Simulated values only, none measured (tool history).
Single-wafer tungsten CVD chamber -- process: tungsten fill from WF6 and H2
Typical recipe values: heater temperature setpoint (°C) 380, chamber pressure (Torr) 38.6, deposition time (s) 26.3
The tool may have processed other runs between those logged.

run,hour,heater temperature setpoint (°C),chamber pressure (Torr),deposition time (s),"read-back reference wafer on the same gauge, thickness_nm",mean film thickness on the monitor wafer (nm)
1,0.0,385,35.9,26.3,51.228,64.083
2,94.4,385,35.9,26.3,51.279,63.810
3,192.4,380,33.6,26.3,51.279,54.586
4,297.2,380,33.6,26.3,51.216,55.102
5,377.3,380,38.6,26.3,51.230,57.335
6,483.9,380,38.6,26.3,51.260,57.090
7,562.3,380,38.6,26.3,51.368,56.767
# hour 583.2: gauge calibrated
8,615.7,380,38.6,26.3,51.301,56.353
# hour 657.2: capacitance manometer re-zeroed and calibrated
9,662.0,376,38.6,26.3,51.328,51.021
# hour 677.3: showerhead replaced
# hour 726.5: thermocouple changed; heater temperature recalibrated
10,735.5,394,31.7,26.3,51.324,76.517
11,783.3,385,35.9,26.3,51.350,66.197
12,860.5,372,46.9,26.3,51.242,53.689
13,899.4,380,38.6,26.3,51.327,60.216
14,986.8,380,46.5,24.3,51.333,58.744
15,1075.5,388,38.6,29.6,51.311,80.551
16,1113.2,380,38.6,24.9,51.307,56.638
17,1209.2,380,32.9,26.3,51.346,57.052
18,1316.4,387,45.7,26.3,51.308,74.007

Predict each of these 3 candidate next runs independently; none follows another, all start after run 18:
A,1316.8,391,38.6,26.3,?,?
B,1316.8,385,38.6,26.3,?,?
C,1316.8,390,31.4,26.3,?,?

run,"read-back reference wafer on the same gauge, thickness_nm",mean film thickness on the monitor wafer (nm)
A,51.361,76.719
B,51.361,67.165
C,51.361,70.203
Stripped of hidden state, with their random variation kept, the same runs would have yielded:
run,mean film thickness on the monitor wafer (nm)
A,76.905
B,67.335
C,70.373
